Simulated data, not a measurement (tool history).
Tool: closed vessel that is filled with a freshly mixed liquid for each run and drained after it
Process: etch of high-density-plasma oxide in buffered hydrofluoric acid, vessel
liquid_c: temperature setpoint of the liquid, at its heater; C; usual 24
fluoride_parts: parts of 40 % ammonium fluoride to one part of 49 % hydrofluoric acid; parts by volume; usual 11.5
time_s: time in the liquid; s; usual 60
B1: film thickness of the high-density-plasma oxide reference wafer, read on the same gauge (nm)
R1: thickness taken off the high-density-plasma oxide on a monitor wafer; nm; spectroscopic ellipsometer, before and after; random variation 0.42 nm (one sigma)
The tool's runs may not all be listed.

Run 1, day 0: usual settings but liquid_c 22.5 C, time_s 70 s; B1 40.02. Result: R1 62.13 nm.
Run 2, day 1.108: usual settings but liquid_c 22.5 C, time_s 70 s; B1 39.97. Result: R1 62.37 nm.
Run 3, day 4.058: usual settings but liquid_c 22.5 C, time_s 70 s; B1 40.02. Result: R1 61.55 nm.
Run 4, day 5.508: usual settings but fluoride_parts 10 parts by volume; B1 40.02. Result: R1 66.26 nm.
Run 5, day 7.625: usual settings but fluoride_parts 10 parts by volume; B1 40.02. Result: R1 65.94 nm.
Run 6, day 9.375: usual settings but fluoride_parts 10 parts by volume; B1 39.98. Result: R1 66.45 nm.
Run 7, day 11.254: usual settings; B1 40.02. Result: R1 57.24 nm.
Run 8, day 13.483: usual settings but liquid_c 27.5 C; B1 39.97. Result: R1 69.35 nm.
Run 9, day 15.171: usual settings but liquid_c 27.5 C; B1 39.99. Result: R1 69.99 nm.
Run 10, day 17.896: usual settings but liquid_c 20 C, fluoride_parts 12.5 parts by volume; B1 39.96. Result: R1 41.86 nm.
Run 11, day 19.338: usual settings but fluoride_parts 9 parts by volume, time_s 40 s; B1 39.95. Result: R1 46.34 nm.
Run 12, day 25.762: usual settings but liquid_c 29 C; B1 40.02. Result: R1 73.54 nm.
Run 13, day 27.967: usual settings; B1 39.94. Result: R1 56.25 nm.
At day 28.3: gauge calibrated.
Run 14, day 30.862: usual settings but liquid_c 19.5 C, fluoride_parts 7.5 parts by volume, time_s 70 s; B1 39.94. Result: R1 76.02 nm.
Run 15, day 33.15: usual settings but fluoride_parts 14.5 parts by volume, time_s 50 s; B1 40. Result: R1 37.33 nm.
At day 34.038: hydrofluoric acid flow meter replaced.
Run 16, day 34.2: usual settings but liquid_c 25.5 C, fluoride_parts 14.5 parts by volume, time_s 40 s; B1 39.98. Result: R1 32.26 nm.
At day 42.208: thermometer replaced.
Run 17, day 42.804: usual settings but time_s 45 s; B1 39.97. Result: R1 45.22 nm.
Run 18, day 50.804: usual settings but fluoride_parts 7.5 parts by volume, time_s 80 s; B1 40.01. Result: R1 122.03 nm.
Run 19, day 51.95: usual settings but liquid_c 28.5 C, time_s 30 s; B1 39.98. Result: R1 39.11 nm.
Run 20, day 53.833: usual settings but liquid_c 21.5 C, fluoride_parts 14 parts by volume; B1 40. Result: R1 43.31 nm.
Run 21, day 55.925: usual settings; B1 40. Result: R1 60.94 nm.
Run 22, day 57.35: usual settings but liquid_c 22 C; B1 39.99. Result: R1 53.75 nm.
Run 23, day 59.929: usual settings; B1 39.96. Result: R1 60.43 nm.
Run 24, day 61.054: usual settings; B1 40.01. Result: R1 60.76 nm.
Run 25, day 63.862: usual settings; B1 40.01. Result: R1 60.51 nm.
Run 26, day 65.15: usual settings but fluoride_parts 14.5 parts by volume; B1 40.01. Result: R1 47.8 nm.
Run 27, day 67.546: usual settings but time_s 80 s; B1 40. Result: R1 79.55 nm.
Run 28, day 68.867: usual settings but liquid_c 29 C, fluoride_parts 8 parts by volume, time_s 30 s; B1 39.99. Result: R1 53.97 nm.
Run 29, day 69.967: usual settings but fluoride_parts 8.5 parts by volume, time_s 90 s; B1 39.99. Result: R1 115.69 nm.
Run 30, day 71.858: usual settings but time_s 75 s; B1 40.04. Result: R1 74.68 nm.

Forecast each of these 5 alternatives for the next run:
Run A, day 71.888: usual settings; B1 ?. Result: R1 ?.
Run B, day 71.888: usual settings but liquid_c 20 C, fluoride_parts 14.5 parts by volume, time_s 30 s; B1 ?. Result: R1 ?.
Run C, day 71.888: usual settings but fluoride_parts 12.5 parts by volume; B1 ?. Result: R1 ?.
Run D, day 71.888: usual settings but fluoride_parts 14 parts by volume, time_s 90 s; B1 ?. Result: R1 ?.
Run E, day 71.888: usual settings but fluoride_parts 9.5 parts by volume; B1 ?. Result: R1 ?.

run     B1     R1
  A  39.94  59.94
  B  39.94  19.12
  C  39.94  55.25
  D  39.94  74.17
  E  39.94  70.94
Without the tool's hidden state the same runs would have given:
run     R1
  A  62.56
  B  19.98
  C  57.66
  D   77.4
  E  74.03

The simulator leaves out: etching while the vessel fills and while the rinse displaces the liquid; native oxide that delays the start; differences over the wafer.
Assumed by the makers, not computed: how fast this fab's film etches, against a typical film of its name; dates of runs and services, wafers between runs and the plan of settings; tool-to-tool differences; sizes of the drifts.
